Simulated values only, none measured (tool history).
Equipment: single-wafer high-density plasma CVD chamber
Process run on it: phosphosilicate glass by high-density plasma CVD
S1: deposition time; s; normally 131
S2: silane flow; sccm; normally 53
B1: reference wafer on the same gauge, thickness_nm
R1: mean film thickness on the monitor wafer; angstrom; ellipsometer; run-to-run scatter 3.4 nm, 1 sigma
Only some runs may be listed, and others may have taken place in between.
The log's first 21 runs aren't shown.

run     day   S1  S2       B1       R1
 22  20.721  131  53  790.117  6871.18
 23  21.454  131  53  791.979  6897.12
 24  22.454  121  50  791.176   6105.8
 25  23.904  139  59  790.598  8067.91
 26  25.004  131  45  790.764  6001.25
 27    26.4  131  53  790.579  6855.94
 28  27.408  148  63  790.696  9101.85
 29   27.95  131  53  789.246  6921.91
 30  29.242  107  56   792.04  5839.87
 31  32.579  154  44   791.32  6883.59
 32  33.788  140  53  791.203  7313.77
 33  35.129  150  46  791.676  6996.08
 34  35.938  131  53  789.887  6851.41
 35  37.342  131  53  790.544  6879.69
 36  38.083  131  48  790.618  6300.37
 37  39.092  131  53  790.595  6803.03
 38  40.229  139  49  792.594  6692.72
 39  41.042  131  63  790.761  7841.21
 40  41.825  117  61  790.033  6804.41

3 options for the next run, each taken on its own from the tool as it stands now. Forecast them:
  A  41.842  131  58   ?   ?
  B  41.842  157  56   ?   ?
  C  41.842  120  61   ?   ?

run       B1       R1
  A  790.987  7325.27
  B  790.987  8518.34
  C  790.987  7009.18
Take away the tool's hidden state, keep each run's random variation, and the runs would have read:
run       R1
  A  7548.75
  B  8778.21
  C  7223.02
